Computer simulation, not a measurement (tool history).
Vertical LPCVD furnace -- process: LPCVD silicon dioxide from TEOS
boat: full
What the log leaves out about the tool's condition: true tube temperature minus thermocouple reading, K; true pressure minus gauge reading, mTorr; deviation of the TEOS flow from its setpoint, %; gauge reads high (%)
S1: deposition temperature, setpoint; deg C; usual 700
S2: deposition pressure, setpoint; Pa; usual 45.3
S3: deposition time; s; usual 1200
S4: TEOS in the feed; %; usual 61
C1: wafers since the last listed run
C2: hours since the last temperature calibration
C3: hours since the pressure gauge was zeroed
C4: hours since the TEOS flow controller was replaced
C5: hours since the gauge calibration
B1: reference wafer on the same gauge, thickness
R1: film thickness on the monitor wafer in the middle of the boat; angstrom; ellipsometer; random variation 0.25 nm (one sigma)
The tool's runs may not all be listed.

{"run": 1, "day": 0.0, "S1": 700, "S2": 45.3, "S3": 1200, "S4": 61, "C1": 0, "C2": 4750.1, "C3": 4798.0, "C4": 5871.9, "C5": 882.9, "B1": 167.97, "R1": 1691.7}
{"run": 2, "day": 0.8, "S1": 700, "S2": 45.3, "S3": 1200, "S4": 61, "C1": 270, "C2": 4769.3, "C3": 4817.2, "C4": 5891.1, "C5": 902.1, "B1": 168.05, "R1": 1687.2}
{"run": 3, "day": 1.871, "S1": 700, "S2": 45.3, "S3": 1200, "S4": 61, "C1": 361, "C2": 4795.0, "C3": 4842.9, "C4": 5916.8, "C5": 927.8, "B1": 168.12, "R1": 1687.0}
{"run": 4, "day": 2.846, "S1": 703, "S2": 45.3, "S3": 960, "S4": 61, "C1": 329, "C2": 4818.4, "C3": 4866.3, "C4": 5940.2, "C5": 951.2, "B1": 167.99, "R1": 1443.1}
{"run": 5, "day": 4.325, "S1": 703, "S2": 45.3, "S3": 960, "S4": 61, "C1": 499, "C2": 4853.9, "C3": 4901.8, "C4": 5975.7, "C5": 986.7, "B1": 168.02, "R1": 1441.2}
{"run": 6, "day": 5.125, "S1": 703, "S2": 45.3, "S3": 960, "S4": 61, "C1": 270, "C2": 4873.1, "C3": 4921.0, "C4": 5994.9, "C5": 1005.9, "B1": 168.01, "R1": 1443.3}
{"run": 7, "day": 6.567, "S1": 693, "S2": 45.3, "S3": 1200, "S4": 61, "C1": 487, "C2": 4907.7, "C3": 4955.6, "C4": 6029.5, "C5": 1040.5, "B1": 168.1, "R1": 1431.8}
{"run": 8, "day": 7.471, "S1": 693, "S2": 45.3, "S3": 1200, "S4": 61, "C1": 305, "C2": 4929.4, "C3": 4977.3, "C4": 6051.2, "C5": 1062.2, "B1": 167.87, "R1": 1427.0}
{"day": 9.088, "done": "pressure gauge zeroed"}
{"day": 9.521, "done": "thermocouples replaced and temperature profile calibrated"}
{"day": 10.15, "done": "gauge calibrated"}
{"day": 10.212, "done": "TEOS flow controller replaced"}
{"run": 9, "day": 10.233, "S1": 700, "S2": 42.7, "S3": 1200, "S4": 61, "C1": 214, "C2": 17.1, "C3": 27.5, "C4": 0.5, "C5": 2.0, "B1": 168.03, "R1": 1612.1}
{"run": 10, "day": 10.442, "S1": 700, "S2": 45.3, "S3": 1200, "S4": 61, "C1": 70, "C2": 22.1, "C3": 32.5, "C4": 5.5, "C5": 7.0, "B1": 168.0, "R1": 1659.9}
{"run": 11, "day": 11.062, "S1": 700, "S2": 45.3, "S3": 1200, "S4": 61, "C1": 209, "C2": 37.0, "C3": 47.4, "C4": 20.4, "C5": 21.9, "B1": 167.97, "R1": 1667.3}
{"run": 12, "day": 11.967, "S1": 700, "S2": 45.3, "S3": 1200, "S4": 61, "C1": 305, "C2": 58.7, "C3": 69.1, "C4": 42.1, "C5": 43.6, "B1": 168.0, "R1": 1659.5}
{"run": 13, "day": 13.121, "S1": 694, "S2": 45.3, "S3": 1200, "S4": 61, "C1": 390, "C2": 86.4, "C3": 96.8, "C4": 69.8, "C5": 71.3, "B1": 167.93, "R1": 1447.1}
{"run": 14, "day": 14.479, "S1": 700, "S2": 45.3, "S3": 1200, "S4": 61, "C1": 459, "C2": 119.0, "C3": 129.4, "C4": 102.4, "C5": 103.9, "B1": 167.95, "R1": 1673.0}
{"run": 15, "day": 15.938, "S1": 700, "S2": 42.7, "S3": 1200, "S4": 61, "C1": 492, "C2": 154.0, "C3": 164.4, "C4": 137.4, "C5": 138.9, "B1": 168.08, "R1": 1617.8}
{"run": 16, "day": 17.408, "S1": 700, "S2": 45.3, "S3": 1200, "S4": 61, "C1": 497, "C2": 189.3, "C3": 199.7, "C4": 172.7, "C5": 174.2, "B1": 168.06, "R1": 1671.4}
{"run": 17, "day": 18.458, "S1": 700, "S2": 45.3, "S3": 1200, "S4": 61, "C1": 354, "C2": 214.5, "C3": 224.9, "C4": 197.9, "C5": 199.4, "B1": 167.93, "R1": 1673.4}
{"run": 18, "day": 19.425, "S1": 694, "S2": 45.3, "S3": 1470, "S4": 61, "C1": 326, "C2": 237.7, "C3": 248.1, "C4": 221.1, "C5": 222.6, "B1": 168.01, "R1": 1779.0}
{"run": 19, "day": 20.288, "S1": 693, "S2": 45.3, "S3": 1200, "S4": 61, "C1": 291, "C2": 258.4, "C3": 268.8, "C4": 241.8, "C5": 243.3, "B1": 168.03, "R1": 1414.0}
{"run": 20, "day": 21.217, "S1": 705, "S2": 45.3, "S3": 1200, "S4": 52, "C1": 314, "C2": 280.7, "C3": 291.1, "C4": 264.1, "C5": 265.6, "B1": 167.99, "R1": 1733.1}
{"run": 21, "day": 22.167, "S1": 700, "S2": 56.0, "S3": 1200, "S4": 61, "C1": 321, "C2": 303.5, "C3": 313.9, "C4": 286.9, "C5": 288.4, "B1": 168.02, "R1": 1862.1}
{"run": 22, "day": 25.804, "S1": 700, "S2": 37.3, "S3": 720, "S4": 61, "C1": 1229, "C2": 390.8, "C3": 401.2, "C4": 374.2, "C5": 375.7, "B1": 167.98, "R1": 912.6}
{"run": 23, "day": 26.796, "S1": 700, "S2": 45.3, "S3": 1200, "S4": 61, "C1": 335, "C2": 414.6, "C3": 425.0, "C4": 398.0, "C5": 399.5, "B1": 168.08, "R1": 1682.5}
{"run": 24, "day": 27.675, "S1": 700, "S2": 45.3, "S3": 1200, "S4": 61, "C1": 297, "C2": 435.7, "C3": 446.1, "C4": 419.1, "C5": 420.6, "B1": 167.99, "R1": 1679.5}
{"run": 25, "day": 29.038, "S1": 692, "S2": 45.3, "S3": 1200, "S4": 61, "C1": 460, "C2": 468.4, "C3": 478.8, "C4": 451.8, "C5": 453.3, "B1": 167.91, "R1": 1391.7}
{"run": 26, "day": 29.929, "S1": 690, "S2": 50.0, "S3": 750, "S4": 51, "C1": 301, "C2": 489.8, "C3": 500.2, "C4": 473.2, "C5": 474.7, "B1": 167.97, "R1": 796.4}
{"run": 27, "day": 30.862, "S1": 700, "S2": 45.3, "S3": 1620, "S4": 61, "C1": 315, "C2": 512.2, "C3": 522.6, "C4": 495.6, "C5": 497.1, "B1": 167.97, "R1": 2260.2}
{"run": 28, "day": 32.004, "S1": 700, "S2": 45.3, "S3": 1320, "S4": 61, "C1": 385, "C2": 539.6, "C3": 550.0, "C4": 523.0, "C5": 524.5, "B1": 167.97, "R1": 1848.3}
{"run": 29, "day": 33.004, "S1": 700, "S2": 45.3, "S3": 1200, "S4": 61, "C1": 337, "C2": 563.6, "C3": 574.0, "C4": 547.0, "C5": 548.5, "B1": 168.05, "R1": 1682.9}
{"run": 30, "day": 34.138, "S1": 691, "S2": 52.0, "S3": 1200, "S4": 51, "C1": 383, "C2": 590.8, "C3": 601.2, "C4": 574.2, "C5": 575.7, "B1": 168.05, "R1": 1332.0}
{"run": 31, "day": 35.583, "S1": 705, "S2": 51.3, "S3": 930, "S4": 66, "C1": 488, "C2": 625.5, "C3": 635.9, "C4": 608.9, "C5": 610.4, "B1": 167.98, "R1": 1626.0}
{"run": 32, "day": 38.212, "S1": 712, "S2": 39.3, "S3": 1200, "S4": 61, "C1": 888, "C2": 688.6, "C3": 699.0, "C4": 672.0, "C5": 673.5, "B1": 168.14, "R1": 2073.8}

For each run, what was the tool's unlogged condition?
deviation of the TEOS flow from its setpoint, %: 0 on each run
gauge reads high (%): 0 on each run
H1: true tube temperature minus thermocouple reading, K
H2: true pressure minus gauge reading, mTorr
run=1 H1=1.71 H2=-17.9
run=2 H1=1.71 H2=-18
run=3 H1=1.71 H2=-18.2
run=4 H1=1.71 H2=-18.4
run=5 H1=1.72 H2=-18.6
run=6 H1=1.72 H2=-18.8
run=7 H1=1.72 H2=-19
run=8 H1=1.72 H2=-19.2
run=9 H1=0.0497 H2=-2.14
run=10 H1=0.0553 H2=-2.14
run=11 H1=0.0722 H2=-2.14
run=12 H1=0.0963 H2=-2.14
run=13 H1=0.127 H2=-2.14
run=14 H1=0.162 H2=-2.15
run=15 H1=0.198 H2=-2.16
run=16 H1=0.235 H2=-2.17
run=17 H1=0.26 H2=-2.17
run=18 H1=0.283 H2=-2.18
run=19 H1=0.303 H2=-2.19
run=20 H1=0.324 H2=-2.2
run=21 H1=0.346 H2=-2.21
run=22 H1=0.426 H2=-2.25
run=23 H1=0.446 H2=-2.27
run=24 H1=0.465 H2=-2.28
run=25 H1=0.492 H2=-2.3
run=26 H1=0.51 H2=-2.32
run=27 H1=0.529 H2=-2.34
run=28 H1=0.551 H2=-2.36
run=29 H1=0.57 H2=-2.38
run=30 H1=0.591 H2=-2.4
run=31 H1=0.618 H2=-2.43
run=32 H1=0.664 H2=-2.49

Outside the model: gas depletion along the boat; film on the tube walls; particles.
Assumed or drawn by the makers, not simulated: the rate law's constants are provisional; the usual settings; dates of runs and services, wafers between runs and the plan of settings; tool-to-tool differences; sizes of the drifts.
